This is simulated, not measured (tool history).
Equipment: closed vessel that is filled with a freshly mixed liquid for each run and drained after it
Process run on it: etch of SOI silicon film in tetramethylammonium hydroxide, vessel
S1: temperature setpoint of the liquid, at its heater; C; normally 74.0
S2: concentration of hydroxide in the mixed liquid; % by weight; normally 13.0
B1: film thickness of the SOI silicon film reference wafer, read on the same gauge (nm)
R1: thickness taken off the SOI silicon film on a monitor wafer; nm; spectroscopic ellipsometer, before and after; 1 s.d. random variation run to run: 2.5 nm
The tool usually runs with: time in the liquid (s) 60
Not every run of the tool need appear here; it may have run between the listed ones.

Run 1, day 0.000: usual settings; B1 40.00. Result: R1 476.34 nm.
Run 2, day 1.133: usual settings but time in the liquid (s) 80; B1 39.99. Result: R1 641.66 nm.
Run 3, day 3.033: usual settings; B1 39.98. Result: R1 485.02 nm.
Run 4, day 4.958: usual settings; B1 40.01. Result: R1 477.12 nm.
Run 5, day 6.275: usual settings; B1 39.97. Result: R1 472.91 nm.
Run 6, day 8.917: usual settings; B1 40.00. Result: R1 471.58 nm.
At day 10.908: thermometer replaced.
Run 7, day 11.250: usual settings; B1 40.03. Result: R1 503.48 nm.
Run 8, day 12.529: usual settings; B1 39.99. Result: R1 505.94 nm.
Run 9, day 14.912: usual settings; B1 39.98. Result: R1 499.48 nm.
At day 15.812: hydroxide flow meter replaced.
Run 10, day 17.658: usual settings but S1 69.0 C, S2 11.5 % by weight, time in the liquid (s) 85; B1 40.00. Result: R1 566.56 nm.
Run 11, day 20.538: usual settings but S1 66.5 C, time in the liquid (s) 40; B1 39.98. Result: R1 217.00 nm.
Run 12, day 22.267: usual settings but S1 79.5 C, S2 15.5 % by weight, time in the liquid (s) 85; B1 40.01. Result: R1 898.05 nm.
Run 13, day 23.746: usual settings; B1 40.00. Result: R1 502.54 nm.
Run 14, day 26.158: usual settings but S1 70.0 C; B1 39.99. Result: R1 397.71 nm.
Run 15, day 29.008: usual settings but time in the liquid (s) 90; B1 39.99. Result: R1 749.05 nm.
Run 16, day 31.650: usual settings but S2 11.0 % by weight, time in the liquid (s) 75; B1 40.01. Result: R1 666.57 nm.
Run 17, day 33.712: usual settings; B1 40.00. Result: R1 497.44 nm.
Run 18, day 36.346: usual settings; B1 40.02. Result: R1 486.62 nm.
At day 37.983: gauge calibrated.
Run 19, day 38.888: usual settings but S1 79.0 C, time in the liquid (s) 90; B1 40.02. Result: R1 978.07 nm.
Run 20, day 41.112: usual settings; B1 40.00. Result: R1 488.17 nm.
Run 21, day 42.758: usual settings; B1 39.99. Result: R1 488.33 nm.
Run 22, day 45.196: usual settings; B1 40.02. Result: R1 488.14 nm.
Run 23, day 46.917: usual settings; B1 39.98. Result: R1 482.92 nm.
Run 24, day 49.104: usual settings but S1 68.0 C, S2 16.0 % by weight, time in the liquid (s) 35; B1 39.99. Result: R1 178.24 nm.
Run 25, day 50.729: usual settings but S1 78.0 C, S2 16.5 % by weight, time in the liquid (s) 75; B1 40.00. Result: R1 682.25 nm.
Run 26, day 52.329: usual settings but S1 66.5 C; B1 40.02. Result: R1 307.16 nm.
Run 27, day 53.467: usual settings but S2 16.0 % by weight; B1 40.00. Result: R1 436.37 nm.
At day 54.733: thermometer replaced.
Run 28, day 55.971: usual settings; B1 40.00. Result: R1 505.01 nm.
Run 29, day 58.312: usual settings but S2 9.5 % by weight, time in the liquid (s) 50; B1 40.00. Result: R1 472.56 nm.
Run 30, day 59.833: usual settings but S1 70.0 C, S2 17.0 % by weight; B1 40.00. Result: R1 355.50 nm.
Run 31, day 62.421: usual settings; B1 40.00. Result: R1 502.24 nm.
Run 32, day 63.804: usual settings but time in the liquid (s) 40; B1 40.00. Result: R1 329.78 nm.
Run 33, day 65.342: usual settings but S1 80.0 C; B1 40.01. Result: R1 698.60 nm.

Each row is a separate what-if for the run after 33, all from the same tool condition, not one after another. Results?
Run A, day 65.371: usual settings; B1 ?. Result: R1 ?.
Run B, day 65.371: usual settings but S1 70.5 C, S2 15.5 % by weight, time in the liquid (s) 30; B1 ?. Result: R1 ?.
Run C, day 65.371: usual settings but S1 79.0 C, time in the liquid (s) 50; B1 ?. Result: R1 ?.
Run D, day 65.371: usual settings but S1 68.5 C, S2 10.0 % by weight; B1 ?. Result: R1 ?.
Run E, day 65.371: usual settings but S1 77.5 C, S2 10.0 % by weight; B1 ?. Result: R1 ?.

run     B1      R1
  A  39.99  495.51
  B  39.99  186.84
  C  39.99  548.17
  D  39.99  399.00
  E  39.99  671.42
Stripped of hidden state, with their random variation kept, the same runs would have yielded:
run      R1
  A  514.03
  B  193.08
  C  568.32
  D  412.25
  E  692.95

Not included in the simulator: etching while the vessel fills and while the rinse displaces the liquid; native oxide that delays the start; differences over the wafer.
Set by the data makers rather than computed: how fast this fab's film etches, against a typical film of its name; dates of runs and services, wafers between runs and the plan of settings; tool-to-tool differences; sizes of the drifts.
